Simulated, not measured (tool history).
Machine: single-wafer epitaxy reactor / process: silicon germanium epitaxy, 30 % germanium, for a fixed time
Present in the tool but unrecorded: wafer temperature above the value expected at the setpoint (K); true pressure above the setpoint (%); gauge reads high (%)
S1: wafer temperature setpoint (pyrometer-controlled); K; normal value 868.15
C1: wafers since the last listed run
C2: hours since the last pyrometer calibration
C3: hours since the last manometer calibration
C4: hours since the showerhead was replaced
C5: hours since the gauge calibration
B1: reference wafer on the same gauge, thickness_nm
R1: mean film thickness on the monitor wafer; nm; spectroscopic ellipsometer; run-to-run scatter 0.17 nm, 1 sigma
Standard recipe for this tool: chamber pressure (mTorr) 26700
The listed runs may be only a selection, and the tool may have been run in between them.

{"run": 1, "hour": 0.0, "S1": 868.15, "chamber pressure (mTorr)": 26700, "C1": 0, "C2": 1512, "C3": 1072.6, "C4": 3162.3, "C5": 128, "B1": 65.557, "R1": 51.047}
{"run": 2, "hour": 11.0, "S1": 868.15, "chamber pressure (mTorr)": 26700, "C1": 177, "C2": 1523, "C3": 1083.6, "C4": 3173.3, "C5": 139, "B1": 65.589, "R1": 51.227}
{"run": 3, "hour": 25.6, "S1": 868.15, "chamber pressure (mTorr)": 26700, "C1": 236, "C2": 1537.6, "C3": 1098.2, "C4": 3187.9, "C5": 153.6, "B1": 65.616, "R1": 51.517}
{"run": 4, "hour": 31.7, "S1": 868.15, "chamber pressure (mTorr)": 26700, "C1": 98, "C2": 1543.7, "C3": 1104.3, "C4": 3194, "C5": 159.7, "B1": 65.553, "R1": 51.17}
{"run": 5, "hour": 48.1, "S1": 868.15, "chamber pressure (mTorr)": 26700, "C1": 265, "C2": 1560.1, "C3": 1120.7, "C4": 3210.4, "C5": 176.1, "B1": 65.577, "R1": 51.244}
{"hour": 58.3, "done": "gauge calibrated"}
{"run": 6, "hour": 63.6, "S1": 868.15, "chamber pressure (mTorr)": 26700, "C1": 250, "C2": 1575.6, "C3": 1136.2, "C4": 3225.9, "C5": 5.3, "B1": 65.579, "R1": 50.914}
{"run": 7, "hour": 74.3, "S1": 868.15, "chamber pressure (mTorr)": 26700, "C1": 173, "C2": 1586.3, "C3": 1146.9, "C4": 3236.6, "C5": 16, "B1": 65.555, "R1": 50.864}
{"hour": 83.4, "done": "capacitance manometer re-zeroed and calibrated"}
{"hour": 83.6, "done": "showerhead replaced"}
{"run": 8, "hour": 91.9, "S1": 873.15, "chamber pressure (mTorr)": 33100, "C1": 151, "C2": 1603.9, "C3": 8.5, "C4": 8.3, "C5": 33.6, "B1": 65.619, "R1": 64.605}
{"hour": 110.6, "done": "pyrometer calibrated"}
{"run": 9, "hour": 111.1, "S1": 868.15, "chamber pressure (mTorr)": 26700, "C1": 181, "C2": 0.5, "C3": 27.7, "C4": 27.5, "C5": 52.8, "B1": 65.567, "R1": 58.256}
{"run": 10, "hour": 114.4, "S1": 856.15, "chamber pressure (mTorr)": 22000, "C1": 53, "C2": 3.8, "C3": 31, "C4": 30.8, "C5": 56.1, "B1": 65.626, "R1": 39.304}
{"run": 11, "hour": 127.4, "S1": 863.15, "chamber pressure (mTorr)": 31000, "C1": 210, "C2": 16.8, "C3": 44, "C4": 43.8, "C5": 69.1, "B1": 65.566, "R1": 58.025}
{"run": 12, "hour": 145.2, "S1": 868.15, "chamber pressure (mTorr)": 28500, "C1": 287, "C2": 34.6, "C3": 61.8, "C4": 61.6, "C5": 86.9, "B1": 65.606, "R1": 60.671}
{"run": 13, "hour": 163.1, "S1": 855.15, "chamber pressure (mTorr)": 21900, "C1": 289, "C2": 52.5, "C3": 79.7, "C4": 79.5, "C5": 104.8, "B1": 65.613, "R1": 37.937}
{"run": 14, "hour": 170.2, "S1": 881.15, "chamber pressure (mTorr)": 22300, "C1": 114, "C2": 59.6, "C3": 86.8, "C4": 86.6, "C5": 111.9, "B1": 65.644, "R1": 66.23}

Give the tool's hidden conditions for every run:
true pressure above the setpoint (%): 0 on each run
gauge reads high (%): 0 on each run
H1: wafer temperature above the value expected at the setpoint (K)
run=1 H1=-6.26
run=2 H1=-6.3
run=3 H1=-6.36
run=4 H1=-6.39
run=5 H1=-6.45
run=6 H1=-6.51
run=7 H1=-6.56
run=8 H1=-6.63
run=9 H1=-0.212
run=10 H1=-0.225
run=11 H1=-0.277
run=12 H1=-0.349
run=13 H1=-0.421
run=14 H1=-0.449
